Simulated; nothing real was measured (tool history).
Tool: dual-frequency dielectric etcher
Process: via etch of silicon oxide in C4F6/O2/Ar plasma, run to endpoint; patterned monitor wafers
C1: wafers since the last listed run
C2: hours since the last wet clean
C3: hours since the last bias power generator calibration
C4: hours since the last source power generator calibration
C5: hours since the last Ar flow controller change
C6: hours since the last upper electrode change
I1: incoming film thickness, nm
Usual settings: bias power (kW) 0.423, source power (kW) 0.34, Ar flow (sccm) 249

run 1 hour=0 | bias_power_(kW)=0.423 source_power_(kW)=0.29 Ar_flow_(sccm)=249 | C1=0 C2=122.6 C3=2689.7 C4=4566.9 C5=1390 C6=3364.9 | I1=152 | endpoint_time_(s)=41.4
run 2 hour=14.5 | bias_power_(kW)=0.34 source_power_(kW)=0.34 Ar_flow_(sccm)=289 | C1=209 C2=137.1 C3=2704.2 C4=4581.4 C5=1404.5 C6=3379.4 | I1=152.9 | endpoint_time_(s)=43.3
run 3 hour=35.9 | bias_power_(kW)=0.34 source_power_(kW)=0.34 Ar_flow_(sccm)=289 | C1=309 C2=158.5 C3=2725.6 C4=4602.8 C5=1425.9 C6=3400.8 | I1=150.9 | endpoint_time_(s)=42.9
run 4 hour=52.8 | bias_power_(kW)=0.34 source_power_(kW)=0.34 Ar_flow_(sccm)=289 | C1=244 C2=175.4 C3=2742.5 C4=4619.7 C5=1442.8 C6=3417.7 | I1=151.5 | endpoint_time_(s)=42.9
run 5 hour=66.3 | bias_power_(kW)=0.423 source_power_(kW)=0.34 Ar_flow_(sccm)=249 | C1=195 C2=188.9 C3=2756 C4=4633.2 C5=1456.3 C6=3431.2 | I1=152.1 | endpoint_time_(s)=39.2
run 6 hour=96.1 | bias_power_(kW)=0.423 source_power_(kW)=0.34 Ar_flow_(sccm)=249 | C1=430 C2=218.7 C3=2785.8 C4=4663 C5=1486.1 C6=3461 | I1=152.8 | endpoint_time_(s)=39.6
run 7 hour=119.7 | bias_power_(kW)=0.423 source_power_(kW)=0.34 Ar_flow_(sccm)=249 | C1=341 C2=242.3 C3=2809.4 C4=4686.6 C5=1509.7 C6=3484.6 | I1=152.2 | endpoint_time_(s)=39.8
run 8 hour=140.5 | bias_power_(kW)=0.5 source_power_(kW)=0.34 Ar_flow_(sccm)=249 | C1=300 C2=263.1 C3=2830.2 C4=4707.4 C5=1530.5 C6=3505.4 | I1=153.2 | endpoint_time_(s)=37.5
run 9 hour=154.5 | bias_power_(kW)=0.5 source_power_(kW)=0.34 Ar_flow_(sccm)=249 | C1=202 C2=277.1 C3=2844.2 C4=4721.4 C5=1544.5 C6=3519.4 | I1=151.5 | endpoint_time_(s)=37.6
-- hour=160.5 bias power generator calibrated
run 10 hour=175.7 | bias_power_(kW)=0.423 source_power_(kW)=0.34 Ar_flow_(sccm)=281 | C1=248 C2=298.3 C3=15.2 C4=4742.6 C5=1565.7 C6=3540.6 | I1=152.2 | endpoint_time_(s)=40.1
run 11 hour=188.8 | bias_power_(kW)=0.423 source_power_(kW)=0.34 Ar_flow_(sccm)=249 | C1=189 C2=311.4 C3=28.3 C4=4755.7 C5=1578.8 C6=3553.7 | I1=152.2 | endpoint_time_(s)=39.7
run 12 hour=287.9 | bias_power_(kW)=0.423 source_power_(kW)=0.34 Ar_flow_(sccm)=208 | C1=1433 C2=410.5 C3=127.4 C4=4854.8 C5=1677.9 C6=3652.8 | I1=151.8 | endpoint_time_(s)=39.3
run 13 hour=307.7 | bias_power_(kW)=0.522 source_power_(kW)=0.34 Ar_flow_(sccm)=269 | C1=286 C2=430.3 C3=147.2 C4=4874.6 C5=1697.7 C6=3672.6 | I1=150.7 | endpoint_time_(s)=37.7
run 14 hour=326.2 | bias_power_(kW)=0.513 source_power_(kW)=0.4 Ar_flow_(sccm)=204 | C1=267 C2=448.8 C3=165.7 C4=4893.1 C5=1716.2 C6=3691.1 | I1=152.2 | endpoint_time_(s)=34.6
run 15 hour=347.9 | bias_power_(kW)=0.347 source_power_(kW)=0.26 Ar_flow_(sccm)=249 | C1=313 C2=470.5 C3=187.4 C4=4914.8 C5=1737.9 C6=3712.8 | I1=151.6 | endpoint_time_(s)=47.2
run 16 hour=371.5 | bias_power_(kW)=0.341 source_power_(kW)=0.34 Ar_flow_(sccm)=269 | C1=341 C2=494.1 C3=211 C4=4938.4 C5=1761.5 C6=3736.4 | I1=151.8 | endpoint_time_(s)=43.3
run 17 hour=387.4 | bias_power_(kW)=0.516 source_power_(kW)=0.34 Ar_flow_(sccm)=249 | C1=229 C2=510 C3=226.9 C4=4954.3 C5=1777.4 C6=3752.3 | I1=151.3 | endpoint_time_(s)=37.4
-- hour=428.2 wet clean of the chamber
run 18 hour=428.7 | bias_power_(kW)=0.423 source_power_(kW)=0.31 Ar_flow_(sccm)=227 | C1=250 C2=0.5 C3=268.2 C4=4995.6 C5=1818.7 C6=3793.6 | I1=152.3 | endpoint_time_(s)=39.4
run 19 hour=440.9 | bias_power_(kW)=0.423 source_power_(kW)=0.27 Ar_flow_(sccm)=249 | C1=176 C2=12.7 C3=280.4 C4=5007.8 C5=1830.9 C6=3805.8 | I1=152.4 | endpoint_time_(s)=42.4
-- hour=488 upper electrode replaced
run 20 hour=488.5 | bias_power_(kW)=0.513 source_power_(kW)=0.4 Ar_flow_(sccm)=204 | C1=341 C2=60.3 C3=328 C4=5055.4 C5=1878.5 C6=0.5 | I1=152.5 | endpoint_time_(s)=33.5
-- hour=496.8 source power generator calibrated
run 21 hour=508.1 | bias_power_(kW)=0.48 source_power_(kW)=0.31 Ar_flow_(sccm)=225 | C1=225 C2=79.9 C3=347.6 C4=11.3 C5=1898.1 C6=20.1 | I1=151 | endpoint_time_(s)=37.7
-- hour=520.3 Ar flow controller replaced
run 22 hour=534 | bias_power_(kW)=0.48 source_power_(kW)=0.38 Ar_flow_(sccm)=249 | C1=287 C2=105.8 C3=373.5 C4=37.2 C5=13.7 C6=46 | I1=152.1 | endpoint_time_(s)=36.1
run 23 hour=562.5 | bias_power_(kW)=0.375 source_power_(kW)=0.26 Ar_flow_(sccm)=249 | C1=412 C2=134.3 C3=402 C4=65.7 C5=42.2 C6=74.5 | I1=152.3 | endpoint_time_(s)=44.7
run 24 hour=594.5 | bias_power_(kW)=0.487 source_power_(kW)=0.34 Ar_flow_(sccm)=249 | C1=462 C2=166.3 C3=434 C4=97.7 C5=74.2 C6=106.5 | I1=151.7 | endpoint_time_(s)=37.2
run 25 hour=620.6 | bias_power_(kW)=0.423 source_power_(kW)=0.36 Ar_flow_(sccm)=249 | C1=377 C2=192.4 C3=460.1 C4=123.8 C5=100.3 C6=132.6 | I1=151.9 | endpoint_time_(s)=38.2
run 26 hour=637.1 | bias_power_(kW)=0.423 source_power_(kW)=0.34 Ar_flow_(sccm)=226 | C1=238 C2=208.9 C3=476.6 C4=140.3 C5=116.8 C6=149.1 | I1=152.9 | endpoint_time_(s)=38.6
run 27 hour=670.5 | bias_power_(kW)=0.39 source_power_(kW)=0.34 Ar_flow_(sccm)=197 | C1=483 C2=242.3 C3=510 C4=173.7 C5=150.2 C6=182.5 | I1=151.6 | endpoint_time_(s)=38.7
run 28 hour=704.1 | bias_power_(kW)=0.423 source_power_(kW)=0.34 Ar_flow_(sccm)=249 | C1=485 C2=275.9 C3=543.6 C4=207.3 C5=183.8 C6=216.1 | I1=152.8 | endpoint_time_(s)=39.6
run 29 hour=731.8 | bias_power_(kW)=0.423 source_power_(kW)=0.42 Ar_flow_(sccm)=265 | C1=400 C2=303.6 C3=571.3 C4=235 C5=211.5 C6=243.8 | I1=151.1 | endpoint_time_(s)=36.8

4 ways to go on from here, each from the tool as it stands after run 29. What would each give?
run A hour=732.2 | bias_power_(kW)=0.38 source_power_(kW)=0.34 Ar_flow_(sccm)=249 | C1=5 C2=304 C3=571.7 C4=235.4 C5=211.9 C6=244.2 | I1=151.2 | endpoint_time_(s)=?
run B hour=732.2 | bias_power_(kW)=0.423 source_power_(kW)=0.3 Ar_flow_(sccm)=249 | C1=5 C2=304 C3=571.7 C4=235.4 C5=211.9 C6=244.2 | I1=151.2 | endpoint_time_(s)=?
run C hour=732.2 | bias_power_(kW)=0.499 source_power_(kW)=0.34 Ar_flow_(sccm)=212 | C1=5 C2=304 C3=571.7 C4=235.4 C5=211.9 C6=244.2 | I1=151.2 | endpoint_time_(s)=?
run D hour=732.2 | bias_power_(kW)=0.336 source_power_(kW)=0.34 Ar_flow_(sccm)=249 | C1=5 C2=304 C3=571.7 C4=235.4 C5=211.9 C6=244.2 | I1=151.2 | endpoint_time_(s)=?

run=A endpoint_time_(s)=40.7
run=B endpoint_time_(s)=41.1
run=C endpoint_time_(s)=36.3
run=D endpoint_time_(s)=42.3
Without the tool's hidden state the same runs would have given:
run=A endpoint_time_(s)=40.1
run=B endpoint_time_(s)=40.5
run=C endpoint_time_(s)=35.7
run=D endpoint_time_(s)=41.7
